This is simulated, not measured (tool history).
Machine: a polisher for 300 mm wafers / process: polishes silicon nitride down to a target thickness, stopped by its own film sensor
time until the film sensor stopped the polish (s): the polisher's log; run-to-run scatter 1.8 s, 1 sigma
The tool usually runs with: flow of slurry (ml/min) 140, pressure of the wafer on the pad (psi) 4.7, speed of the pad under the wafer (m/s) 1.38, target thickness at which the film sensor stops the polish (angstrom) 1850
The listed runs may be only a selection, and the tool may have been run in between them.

run    hour  flow of slurry (ml/min)  pressure of the wafer on the pad (psi)  speed of the pad under the wafer (m/s)  target thickness at which the film sensor stops the polish (angstrom)  incoming thickness of the incoming film, nm  time until the film sensor stopped the polish (s)
  1     0.0                      140                                     4.7                                    1.38                                                                   1850                                        464.0                                              109.0
  2    29.1                      140                                     4.7                                    1.38                                                                   1850                                        474.4                                              113.7
       45.9  -- head pressure recalibrated
  3    68.4                      140                                     4.7                                    1.38                                                                   1850                                        466.6                                              119.6
  4   105.4                      140                                     4.7                                    1.38                                                                   1850                                        468.9                                              119.3
      136.5  -- worn pad replaced by a new one
  5   175.8                      140                                     4.7                                    1.38                                                                   1850                                        472.8                                              121.1
  6   238.0                      140                                     4.7                                    1.38                                                                   2420                                        463.9                                               91.7
  7   265.4                      140                                     4.7                                    1.38                                                                   2420                                        480.2                                               97.9
  8   313.5                      140                                     4.7                                    1.38                                                                   1850                                        471.1                                              115.6
      454.2  -- worn pad replaced by a new one
  9   510.3                      140                                     4.7                                    1.38                                                                   1850                                        470.1                                              116.2
 10   552.1                      140                                     3.5                                    1.38                                                                   1850                                        465.7                                              138.1
 11   586.6                      140                                     3.5                                    1.38                                                                   1850                                        470.1                                              138.3
 12   637.0                      140                                     3.5                                    1.38                                                                   1850                                        466.3                                              138.0
      641.5  -- slurry nozzle cleaned
 13   676.1                      140                                     4.7                                    1.38                                                                   1850                                        464.3                                              110.6
 14   725.0                      140                                     4.7                                    1.38                                                                   1850                                        477.0                                              114.8
 15   767.7                      140                                     4.7                                    1.38                                                                   1850                                        462.4                                              110.6
      785.7  -- worn pad replaced by a new one
 16   799.1                      140                                     4.7                                    1.38                                                                   1850                                        469.3                                              114.2
 17   850.8                      140                                     4.7                                    1.38                                                                   1850                                        467.7                                              109.0
      869.2  -- head pressure recalibrated
 18   913.2                      140                                     4.7                                    1.38                                                                   1850                                        463.9                                              113.8
 19   971.3                      140                                     5.7                                    0.94                                                                   1850                                        472.1                                              138.5
 20  1034.4                      140                                     4.7                                    1.38                                                                   2420                                        477.7                                               95.0
 21  1085.8                      140                                     3.6                                    1.10                                                                    860                                        465.4                                              221.5
     1129.1  -- worn pad replaced by a new one
 22  1152.8                      140                                     6.1                                    1.84                                                                   2310                                        471.9                                               63.5
 23  1204.9                      180                                     3.4                                    1.08                                                                   1060                                        470.5                                              212.8

Run 24 has not been measured yet. What should we expect?
 24  1237.8                      140                                     4.7                                    1.38                                                                   1850                                        474.6                                                  ?

Run 24 gave time until the film sensor stopped the polish (s) 113.4.
With no hidden state in the tool, this same run would have given time until the film sensor stopped the polish (s) 124.0.

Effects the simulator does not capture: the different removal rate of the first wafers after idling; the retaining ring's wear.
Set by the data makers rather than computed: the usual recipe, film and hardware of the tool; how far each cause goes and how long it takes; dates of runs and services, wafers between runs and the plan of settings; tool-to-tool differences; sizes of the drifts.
